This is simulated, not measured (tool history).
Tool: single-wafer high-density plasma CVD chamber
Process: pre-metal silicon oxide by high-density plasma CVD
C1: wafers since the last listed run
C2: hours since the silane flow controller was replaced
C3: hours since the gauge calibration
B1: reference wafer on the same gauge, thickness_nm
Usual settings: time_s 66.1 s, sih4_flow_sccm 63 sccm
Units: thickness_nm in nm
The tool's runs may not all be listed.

Run 1, hour 0: usual settings; C1 0; C2 1433.2; C3 46.2; B1 456.134. Result: thickness_nm 450.167 nm.
Run 2, hour 12.1: usual settings; C1 241; C2 1445.3; C3 58.3; B1 456.027. Result: thickness_nm 449.987 nm.
Run 3, hour 24.2: usual settings; C1 241; C2 1457.4; C3 70.4; B1 456.069. Result: thickness_nm 451.67 nm.
Run 4, hour 32.1: usual settings; C1 157; C2 1465.3; C3 78.3; B1 456.237. Result: thickness_nm 451.774 nm.
Run 5, hour 63.8: usual settings; C1 632; C2 1497; C3 110; B1 455.846. Result: thickness_nm 450.611 nm.
Run 6, hour 75.7: usual settings; C1 237; C2 1508.9; C3 121.9; B1 456.01. Result: thickness_nm 451.443 nm.
Run 7, hour 93.5: usual settings; C1 354; C2 1526.7; C3 139.7; B1 456.045. Result: thickness_nm 452.414 nm.
Run 8, hour 109.3: usual settings; C1 315; C2 1542.5; C3 155.5; B1 455.988. Result: thickness_nm 450.861 nm.
Run 9, hour 118: usual settings; C1 173; C2 1551.2; C3 164.2; B1 456.115. Result: thickness_nm 450.336 nm.
Run 10, hour 125.9: usual settings; C1 157; C2 1559.1; C3 172.1; B1 455.667. Result: thickness_nm 452.602 nm.
Run 11, hour 165.2: usual settings but time_s 69.6 s; C1 783; C2 1598.4; C3 211.4; B1 456.166. Result: thickness_nm 475.171 nm.
At hour 175.1: silane flow controller replaced.
Run 12, hour 183.1: usual settings but time_s 59.8 s; C1 197; C2 8; C3 229.3; B1 455.835. Result: thickness_nm 389.953 nm.
Run 13, hour 199.4: usual settings but time_s 55.8 s, sih4_flow_sccm 74 sccm; C1 325; C2 24.3; C3 245.6; B1 455.885. Result: thickness_nm 426.593 nm.
Run 14, hour 210.4: usual settings; C1 219; C2 35.3; C3 256.6; B1 456.218. Result: thickness_nm 431.323 nm.
Run 15, hour 225.9: usual settings but time_s 59.4 s, sih4_flow_sccm 59 sccm; C1 309; C2 50.8; C3 272.1; B1 456.058. Result: thickness_nm 362.957 nm.
At hour 230.2: gauge calibrated.
Run 16, hour 235.9: usual settings but sih4_flow_sccm 74 sccm; C1 199; C2 60.8; C3 5.7; B1 455.826. Result: thickness_nm 509.634 nm.
Run 17, hour 253.1: usual settings but time_s 78 s, sih4_flow_sccm 60 sccm; C1 342; C2 78; C3 22.9; B1 456.187. Result: thickness_nm 486.688 nm.
Run 18, hour 260.8: usual settings; C1 153; C2 85.7; C3 30.6; B1 455.737. Result: thickness_nm 432.382 nm.
Run 19, hour 271.7: usual settings but time_s 76.7 s, sih4_flow_sccm 67 sccm; C1 217; C2 96.6; C3 41.5; B1 456.026. Result: thickness_nm 535.719 nm.
Run 20, hour 286.9: usual settings but sih4_flow_sccm 74 sccm; C1 303; C2 111.8; C3 56.7; B1 456.121. Result: thickness_nm 509.244 nm.
Run 21, hour 303.2: usual settings but time_s 77.5 s, sih4_flow_sccm 58 sccm; C1 325; C2 128.1; C3 73; B1 455.633. Result: thickness_nm 469.389 nm.

The same runs without the tool's hidden state, with the same run-to-run variation:
The hidden state here: delivered silane flow above the setpoint (%); gauge reads high (%).
run  thickness_nm
  1        424.64
  2       424.436
  3       425.989
  4       426.065
  5       424.885
  6        425.64
  7       426.512
  8       425.011
  9       424.496
 10       426.614
 11       447.798
 12       386.437
 13       421.914
 14       426.041
 15       357.877
 16       501.943
 17       478.453
 18       424.721
 19       525.635
 20       498.896
 21       459.123
